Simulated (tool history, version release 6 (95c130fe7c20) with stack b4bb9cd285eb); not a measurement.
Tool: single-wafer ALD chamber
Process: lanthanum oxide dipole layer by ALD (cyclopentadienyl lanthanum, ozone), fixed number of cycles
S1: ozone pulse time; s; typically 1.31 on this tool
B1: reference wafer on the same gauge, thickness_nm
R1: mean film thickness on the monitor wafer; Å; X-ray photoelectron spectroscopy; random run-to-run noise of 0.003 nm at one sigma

run	hour	S1	B1	R1
1	0	1.31	0.486	4.62
2	9.5	0.9	0.487	3.52
3	21.6	0.9	0.487	3.5
4	37.2	1.31	0.486	4.58
5	67.8	1.55	0.487	4.93
6	77.8	1.31	0.486	4.5
# hour 93.5: thermocouple changed; heater temperature recalibrated
7	94	1.31	0.488	4.57
8	101.1	1.17	0.487	4.25
9	113.2	1.17	0.488	4.18
10	119.8	1.17	0.488	4.21
11	134.8	1.31	0.488	4.48
12	143	1.31	0.487	4.49
13	152.4	1.04	0.487	3.87
14	158.8	1.31	0.487	4.47
15	167.5	1.31	0.488	4.45
16	175.1	1.31	0.486	4.49
# hour 181.4: gauge calibrated
17	182.8	1.31	0.486	4.49
# hour 193.4: showerhead replaced
18	193.9	0.83	0.487	3.07
19	198.7	1.68	0.488	5.02
20	207	1.64	0.487	4.97
21	216.2	1.31	0.488	4.42
22	226	1.31	0.486	4.38
23	249.6	1.05	0.487	3.77
24	256.8	0.82	0.487	2.99
# hour 273.6: ozone generator serviced
25	274.1	1.75	0.488	5.74
26	286	1.31	0.486	5.43
27	293.1	1.31	0.487	5.47
28	309.8	1.11	0.487	5.15
29	319.1	1.65	0.487	5.7
30	336.5	1.12	0.487	5.19
31	350.7	1.48	0.487	5.65
32	365.3	1.54	0.487	5.6
33	375.8	1.53	0.487	5.69
34	388.3	1.81	0.486	5.76
35	398.3	0.99	0.487	4.84

3 options for the next run, each taken on its own from the tool as it stands now. Forecast them:
A	398.7	1.82	?	?
B	398.7	1.77	?	?
C	398.7	0.84	?	?

run	B1	R1
A	0.487	5.77
B	0.487	5.75
C	0.487	4.37
With the hidden condition removed and each run's random variation left untouched, the same runs would have given:
run	R1
A	5.79
B	5.78
C	4.46

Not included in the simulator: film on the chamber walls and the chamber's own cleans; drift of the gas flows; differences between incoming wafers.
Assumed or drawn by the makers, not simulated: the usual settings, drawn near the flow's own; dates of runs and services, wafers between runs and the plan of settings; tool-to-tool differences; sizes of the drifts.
